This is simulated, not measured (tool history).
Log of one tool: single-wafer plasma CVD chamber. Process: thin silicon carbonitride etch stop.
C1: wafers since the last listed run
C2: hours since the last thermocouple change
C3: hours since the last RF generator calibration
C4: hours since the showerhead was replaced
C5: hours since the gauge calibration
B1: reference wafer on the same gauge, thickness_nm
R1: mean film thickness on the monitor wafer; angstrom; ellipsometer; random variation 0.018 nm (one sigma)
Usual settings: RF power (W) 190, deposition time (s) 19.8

{"run": 1, "hour": 0.0, "RF power (W)": 190, "deposition time (s)": 18.4, "C1": 0, "C2": 1170.7, "C3": 1415.1, "C4": 6744.4, "C5": 0.7, "B1": 11.399, "R1": 111.05}
{"run": 2, "hour": 17.1, "RF power (W)": 190, "deposition time (s)": 18.4, "C1": 340, "C2": 1187.8, "C3": 1432.2, "C4": 6761.5, "C5": 17.8, "B1": 11.397, "R1": 111.33}
{"run": 3, "hour": 51.5, "RF power (W)": 190, "deposition time (s)": 18.4, "C1": 685, "C2": 1222.2, "C3": 1466.6, "C4": 6795.9, "C5": 52.2, "B1": 11.397, "R1": 111.05}
{"run": 4, "hour": 74.2, "RF power (W)": 190, "deposition time (s)": 19.8, "C1": 452, "C2": 1244.9, "C3": 1489.3, "C4": 6818.6, "C5": 74.9, "B1": 11.393, "R1": 119.53}
{"run": 5, "hour": 87.2, "RF power (W)": 190, "deposition time (s)": 22.5, "C1": 259, "C2": 1257.9, "C3": 1502.3, "C4": 6831.6, "C5": 87.9, "B1": 11.399, "R1": 136.01}
{"run": 6, "hour": 109.4, "RF power (W)": 190, "deposition time (s)": 22.5, "C1": 442, "C2": 1280.1, "C3": 1524.5, "C4": 6853.8, "C5": 110.1, "B1": 11.393, "R1": 135.8}
{"run": 7, "hour": 124.1, "RF power (W)": 190, "deposition time (s)": 19.8, "C1": 293, "C2": 1294.8, "C3": 1539.2, "C4": 6868.5, "C5": 124.8, "B1": 11.388, "R1": 119.48}
{"run": 8, "hour": 139.1, "RF power (W)": 190, "deposition time (s)": 19.8, "C1": 299, "C2": 1309.8, "C3": 1554.2, "C4": 6883.5, "C5": 139.8, "B1": 11.381, "R1": 119.39}
{"run": 9, "hour": 173.6, "RF power (W)": 175, "deposition time (s)": 21.2, "C1": 687, "C2": 1344.3, "C3": 1588.7, "C4": 6918, "C5": 174.3, "B1": 11.377, "R1": 125.73}
{"hour": 201.8, "done": "showerhead replaced"}
{"run": 10, "hour": 202.3, "RF power (W)": 175, "deposition time (s)": 21.2, "C1": 412, "C2": 1373, "C3": 1617.4, "C4": 0.5, "C5": 203, "B1": 11.365, "R1": 125.51}
{"run": 11, "hour": 215.6, "RF power (W)": 190, "deposition time (s)": 19.8, "C1": 265, "C2": 1386.3, "C3": 1630.7, "C4": 13.8, "C5": 216.3, "B1": 11.357, "R1": 119.13}
{"run": 12, "hour": 241.1, "RF power (W)": 215, "deposition time (s)": 21.9, "C1": 508, "C2": 1411.8, "C3": 1656.2, "C4": 39.3, "C5": 241.8, "B1": 11.346, "R1": 134.59}
{"run": 13, "hour": 264.5, "RF power (W)": 160, "deposition time (s)": 18.7, "C1": 466, "C2": 1435.2, "C3": 1679.6, "C4": 62.7, "C5": 265.2, "B1": 11.333, "R1": 108.48}
{"hour": 293.3, "done": "RF generator calibrated"}
{"run": 14, "hour": 293.8, "RF power (W)": 165, "deposition time (s)": 21.1, "C1": 424, "C2": 1464.5, "C3": 0.5, "C4": 92, "C5": 294.5, "B1": 11.328, "R1": 123.02}
{"hour": 304.6, "done": "gauge calibrated"}
{"run": 15, "hour": 311.7, "RF power (W)": 155, "deposition time (s)": 22.3, "C1": 356, "C2": 1482.4, "C3": 18.4, "C4": 109.9, "C5": 7.1, "B1": 11.402, "R1": 129.54}
{"run": 16, "hour": 342.3, "RF power (W)": 190, "deposition time (s)": 19.8, "C1": 610, "C2": 1513, "C3": 49, "C4": 140.5, "C5": 37.7, "B1": 11.409, "R1": 119.57}
{"run": 17, "hour": 374.1, "RF power (W)": 210, "deposition time (s)": 21, "C1": 633, "C2": 1544.8, "C3": 80.8, "C4": 172.3, "C5": 69.5, "B1": 11.4, "R1": 129.06}
{"hour": 403.3, "done": "thermocouple changed; heater temperature recalibrated"}
{"run": 18, "hour": 403.8, "RF power (W)": 190, "deposition time (s)": 19.8, "C1": 432, "C2": 0.5, "C3": 110.5, "C4": 202, "C5": 99.2, "B1": 11.396, "R1": 119.18}
{"run": 19, "hour": 431.3, "RF power (W)": 190, "deposition time (s)": 19.8, "C1": 548, "C2": 28, "C3": 138, "C4": 229.5, "C5": 126.7, "B1": 11.385, "R1": 119.41}
{"run": 20, "hour": 466.4, "RF power (W)": 160, "deposition time (s)": 21.3, "C1": 699, "C2": 63.1, "C3": 173.1, "C4": 264.6, "C5": 161.8, "B1": 11.375, "R1": 124.29}
{"run": 21, "hour": 486.6, "RF power (W)": 225, "deposition time (s)": 22.9, "C1": 402, "C2": 83.3, "C3": 193.3, "C4": 284.8, "C5": 182, "B1": 11.369, "R1": 142.72}
{"run": 22, "hour": 513.4, "RF power (W)": 175, "deposition time (s)": 16.9, "C1": 534, "C2": 110.1, "C3": 220.1, "C4": 311.6, "C5": 208.8, "B1": 11.358, "R1": 100.05}

Hidden state at the last listed run before each entry between runs and at the first one after, where it differs:
Between runs 9 and 10: showerhead replaced (hour 201.8)
  gauge reads high (%): -0.226 -> -0.315
  measured less the result without the state, R1: -0.28 -> -0.4 angstrom
Between runs 13 and 14: RF generator calibrated (hour 293.3)
  gauge reads high (%): -0.554 -> -0.689
  measured less the result without the state, R1: -0.61 -> -0.85 angstrom
Between runs 14 and 15: gauge calibrated (hour 304.6)
  gauge reads high (%): -0.689 -> 0.0166
  measured less the result without the state, R1: -0.85 -> +0.02 angstrom
Between runs 17 and 18: thermocouple changed; heater temperature recalibrated (hour 403.3)
  gauge reads high (%): -0.0227 -> -0.0639
  measured less the result without the state, R1: -0.03 -> -0.07 angstrom

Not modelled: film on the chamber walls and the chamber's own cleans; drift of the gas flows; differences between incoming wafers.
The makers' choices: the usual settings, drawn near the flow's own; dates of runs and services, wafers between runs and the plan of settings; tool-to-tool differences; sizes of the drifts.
